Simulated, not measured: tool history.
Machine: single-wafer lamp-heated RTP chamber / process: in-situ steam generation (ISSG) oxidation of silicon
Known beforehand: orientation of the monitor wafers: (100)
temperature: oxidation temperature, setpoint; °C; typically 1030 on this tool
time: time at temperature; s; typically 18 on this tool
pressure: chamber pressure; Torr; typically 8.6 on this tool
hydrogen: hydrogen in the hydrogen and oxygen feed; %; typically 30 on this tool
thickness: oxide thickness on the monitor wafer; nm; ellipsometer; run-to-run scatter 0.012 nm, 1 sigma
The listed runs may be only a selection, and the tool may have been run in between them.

| run | hour | temperature | time | pressure | hydrogen | read-back reference wafer on the same gauge, thickness | thickness |
|---|---|---|---|---|---|---|---|
| 1 | 0 | 1030 | 18 | 8.6 | 30 | 5.6 | 5.387 |
| 2 | 109.2 | 1030 | 18 | 8.6 | 30 | 5.597 | 5.384 |
| 3 | 153.1 | 1030 | 18 | 8.6 | 30 | 5.599 | 5.388 |
|  | 185.2 | pyrometer window cleaned and pyrometer calibrated |
| 4 | 211 | 1030 | 23 | 7.7 | 30 | 5.598 | 6.108 |
| 5 | 244.8 | 1030 | 23 | 7.7 | 30 | 5.602 | 6.108 |
| 6 | 311.4 | 1030 | 23 | 7.7 | 30 | 5.601 | 6.135 |
| 7 | 373.8 | 1030 | 18 | 8.6 | 30 | 5.6 | 5.396 |
| 8 | 402.2 | 1030 | 18 | 8.6 | 30 | 5.602 | 5.386 |
|  | 463.1 | hydrogen flow controller replaced |
| 9 | 473.8 | 1023 | 18 | 8.6 | 30 | 5.6 | 5.215 |
|  | 504.2 | pressure gauge zeroed |
| 10 | 538.5 | 1023 | 18 | 8.6 | 30 | 5.6 | 5.215 |
|  | 552 | gauge calibrated |
| 11 | 582.6 | 1023 | 18 | 8.6 | 30 | 5.599 | 5.207 |
|  | 595.8 | pyrometer window cleaned and pyrometer calibrated |
| 12 | 621.1 | 1030 | 18 | 7.7 | 30 | 5.6 | 5.438 |
| 13 | 665.2 | 1030 | 18 | 8.6 | 30 | 5.6 | 5.388 |
| 14 | 710.1 | 1030 | 18 | 9.9 | 24 | 5.598 | 4.988 |
| 15 | 745.4 | 1040 | 25 | 7.5 | 25 | 5.601 | 6.406 |
| 16 | 787.4 | 1030 | 18 | 8.6 | 30 | 5.601 | 5.387 |
| 17 | 820.5 | 1030 | 18 | 9.6 | 24 | 5.603 | 5.038 |
| 18 | 868.6 | 1030 | 18 | 8.6 | 30 | 5.596 | 5.396 |
| 19 | 907.7 | 1030 | 18 | 8.6 | 30 | 5.598 | 5.393 |
|  | 923.1 | pyrometer window cleaned and pyrometer calibrated |
| 20 | 934.9 | 1020 | 18 | 9.4 | 30 | 5.601 | 5.073 |
| 21 | 960.8 | 1030 | 23 | 7.7 | 30 | 5.601 | 6.115 |
| 22 | 1032 | 1018 | 22 | 8.6 | 30 | 5.6 | 5.6 |
| 23 | 1062.8 | 1038 | 18 | 9.7 | 30 | 5.599 | 5.469 |
| 24 | 1130.2 | 1030 | 18 | 9.5 | 30 | 5.6 | 5.311 |
| 25 | 1156.6 | 1030 | 18 | 8.6 | 30 | 5.602 | 5.396 |
| 26 | 1199.4 | 1030 | 23 | 8.6 | 30 | 5.599 | 6.077 |

Hidden state, per run?
true wafer temperature minus pyrometer reading, K: 0 across all the runs
true pressure minus gauge reading, Torr: 0 across all the runs
deviation of the hydrogen flow from its setpoint, %: 0 across all the runs
gauge reads high (%): 0 across all the runs
